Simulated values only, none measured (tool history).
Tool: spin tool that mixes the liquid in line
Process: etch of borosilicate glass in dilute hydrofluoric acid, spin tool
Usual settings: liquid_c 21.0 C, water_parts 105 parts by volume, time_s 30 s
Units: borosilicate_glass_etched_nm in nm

run    hour  liquid_c  water_parts  time_s  read-back film thickness of the borosilicate glass reference wafer, read on the same gauge (nm)  borosilicate_glass_etched_nm
  1     0.0      21.0          105      30                                                                                           100.02                         14.33
  2    66.7      21.0          105      30                                                                                           100.00                         14.22
  3   106.7      21.0          105      30                                                                                            99.99                         14.16
      133.7  -- hydrofluoric acid flow meter replaced
  4   210.5      21.0          105      30                                                                                           100.01                         13.57
  5   252.2      21.0          105      30                                                                                           100.04                         13.61
  6   345.2      21.0          105      30                                                                                           100.02                         13.64
  7   436.9      21.0          105      30                                                                                            99.96                         13.63
  8   476.4      21.0          105      30                                                                                            99.97                         13.73
  9   518.8      21.0          105      30                                                                                           100.01                         13.67
 10   606.5      21.0          105      45                                                                                            99.99                         20.69
 11   688.7      21.0          105      30                                                                                           100.02                         13.81
 12   766.7      18.5          105      25                                                                                            99.98                         10.50
 13   856.1      21.0          105      30                                                                                           100.02                         14.06
      887.4  -- gauge calibrated
 14   955.1      21.0          105      30                                                                                           100.02                         14.03
 15  1022.6      24.0          120      20                                                                                           100.01                          9.10
 16  1104.7      23.5           90      40                                                                                           100.00                         24.88
 17  1154.7      21.0           60      15                                                                                           100.05                         13.23
 18  1203.5      21.0          105      40                                                                                           100.00                         19.08
 19  1293.2      21.0          105      30                                                                                            99.95                         14.38
 20  1336.2      25.5          155      50                                                                                           100.00                         18.17
 21  1374.1      22.5           80      30                                                                                            99.99                         20.69
 22  1453.3      17.0           85      25                                                                                           100.00                         12.90
 23  1497.8      21.0          105      30                                                                                            99.97                         14.55
     1505.6  -- thermometer replaced
 24  1583.7      21.0          105      30                                                                                           100.04                         13.62
 25  1642.4      24.0          120      40                                                                                            99.96                         17.84
 26  1704.8      18.5          105      20                                                                                            99.99                          8.27
 27  1799.2      17.0           85      25                                                                                            99.97                         12.45
 28  1856.7      21.0          105      30                                                                                            99.94                         13.80
 29  1932.3      18.0          135      15                                                                                            99.97                          4.62
 30  1991.5      21.0          105      30                                                                                            99.99                         13.93
 31  2078.8      24.5          105      50                                                                                            99.99                         26.92
 32  2150.1      17.0          105      40                                                                                           100.01                         15.72
 33  2195.8      24.5          105      20                                                                                           100.01                         10.68

What the log doesn't show, run by run:
gauge reads high (%): 0 in every run
H1: liquid hotter than its thermometer reads (K)
H2: hydrofluoric acid flow above the setpoint (%)
run      H1     H2
  1   0.761   5.66
  2   0.801   5.85
  3   0.824   5.96
  4   0.886  0.683
  5    0.91  0.801
  6   0.965   1.07
  7    1.02   1.33
  8    1.04   1.44
  9    1.07   1.56
 10    1.12   1.81
 11    1.17   2.04
 12    1.21   2.26
 13    1.27   2.52
 14    1.33    2.8
 15    1.37   2.99
 16    1.41   3.22
 17    1.44   3.36
 18    1.47    3.5
 19    1.53   3.76
 20    1.55   3.88
 21    1.57   3.99
 22    1.62   4.21
 23    1.65   4.34
 24  0.0604   4.58
 25  0.0951   4.75
 26   0.132   4.93
 27   0.188   5.19
 28   0.222   5.36
 29   0.267   5.57
 30   0.302   5.74
 31   0.353   5.99
 32   0.396   6.19
 33   0.423   6.32

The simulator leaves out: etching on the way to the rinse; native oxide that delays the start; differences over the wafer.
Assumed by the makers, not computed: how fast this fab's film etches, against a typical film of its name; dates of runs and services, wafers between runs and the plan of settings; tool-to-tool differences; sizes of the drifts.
